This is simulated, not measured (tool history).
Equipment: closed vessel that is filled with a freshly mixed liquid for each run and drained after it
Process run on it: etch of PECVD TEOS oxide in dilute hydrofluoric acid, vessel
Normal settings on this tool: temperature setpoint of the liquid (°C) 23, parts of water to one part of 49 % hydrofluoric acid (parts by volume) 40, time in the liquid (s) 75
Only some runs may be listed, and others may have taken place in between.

| run | hour | temperature setpoint of the liquid (°C) | parts of water to one part of 49 % hydrofluoric acid (parts by volume) | time in the liquid (s) | read-back film thickness of the PECVD TEOS oxide reference wafer, read on the same gauge (nm) | thickness taken off the PECVD TEOS oxide on a monitor wafer (nm) |
|---|---|---|---|---|---|---|
| 1 | 0 | 23 | 40 | 75 | 140.03 | 25.42 |
| 2 | 17.5 | 23 | 40 | 75 | 140.01 | 25.55 |
| 3 | 24.5 | 23 | 40 | 75 | 139.99 | 25.63 |
| 4 | 37.7 | 23 | 40 | 75 | 139.97 | 25.55 |
|  | 41.9 | gauge calibrated |
| 5 | 46.3 | 23 | 40 | 75 | 140.03 | 25.2 |
| 6 | 54.1 | 23 | 40 | 75 | 140.02 | 25.51 |
| 7 | 61 | 23 | 40 | 75 | 140.01 | 25.37 |
| 8 | 78 | 22 | 40 | 75 | 139.98 | 24.63 |
| 9 | 89.4 | 26 | 40 | 75 | 140.02 | 29.06 |
| 10 | 97.1 | 26 | 40 | 75 | 139.99 | 28.75 |
| 11 | 113.6 | 21.5 | 40 | 75 | 139.98 | 23.98 |
| 12 | 128.2 | 23 | 40 | 65 | 140 | 22.34 |
| 13 | 136.2 | 23 | 40 | 65 | 140.02 | 22.37 |
| 14 | 143.6 | 23 | 40 | 75 | 140 | 25.59 |
| 15 | 156.7 | 23 | 40 | 75 | 140.05 | 25.68 |
| 16 | 173 | 23 | 40 | 75 | 140.02 | 25.82 |
| 17 | 201.5 | 26 | 50 | 105 | 140 | 32.57 |
| 18 | 216.2 | 23 | 40 | 75 | 140.02 | 25.87 |
|  | 224 | thermometer replaced |
| 19 | 224.7 | 23 | 40 | 35 | 140.01 | 11.98 |
| 20 | 231 | 23 | 40 | 75 | 140 | 25.76 |
| 21 | 241 | 20.5 | 55 | 75 | 140.01 | 16.84 |
|  | 248.2 | hydrofluoric acid flow meter replaced |
|  | 249.5 | gauge calibrated |
| 22 | 253.8 | 23 | 40 | 110 | 140 | 34.78 |
| 23 | 267.6 | 23 | 40 | 75 | 140 | 23.69 |
| 24 | 274.4 | 23 | 40 | 115 | 139.99 | 36.13 |
| 25 | 287.3 | 21 | 25 | 90 | 140.01 | 42.55 |
| 26 | 295.7 | 18.5 | 40 | 100 | 139.96 | 25.88 |
| 27 | 303.7 | 23 | 40 | 75 | 139.98 | 23.88 |
| 28 | 313.8 | 26 | 55 | 75 | 140.02 | 19.23 |
| 29 | 331.8 | 18.5 | 35 | 55 | 139.99 | 16.5 |
| 30 | 348.3 | 23 | 40 | 75 | 139.99 | 23.91 |
| 31 | 362.6 | 21.5 | 45 | 75 | 139.97 | 19.97 |
| 32 | 374.3 | 26.5 | 40 | 75 | 140.02 | 27.58 |

Branching from run 32: 5 alternative next runs. What would each branch give?
| A | 375 | 23 | 50 | 75 | ? | ? |
| B | 375 | 21.5 | 40 | 45 | ? | ? |
| C | 375 | 26.5 | 35 | 55 | ? | ? |
| D | 375 | 25.5 | 30 | 75 | ? | ? |
| E | 375 | 28 | 50 | 45 | ? | ? |

| run | read-back film thickness of the PECVD TEOS oxide reference wafer, read on the same gauge (nm) | thickness taken off the PECVD TEOS oxide on a monitor wafer (nm) |
|---|---|---|
| A | 139.97 | 18.89 |
| B | 139.97 | 13.47 |
| C | 139.97 | 23.32 |
| D | 139.97 | 35.85 |
| E | 139.97 | 13.9 |
What these runs would have given with no unlogged condition in the tool:
| run | thickness taken off the PECVD TEOS oxide on a monitor wafer (nm) |
|---|---|
| A | 18.11 |
| B | 12.92 |
| C | 22.37 |
| D | 34.39 |
| E | 13.32 |
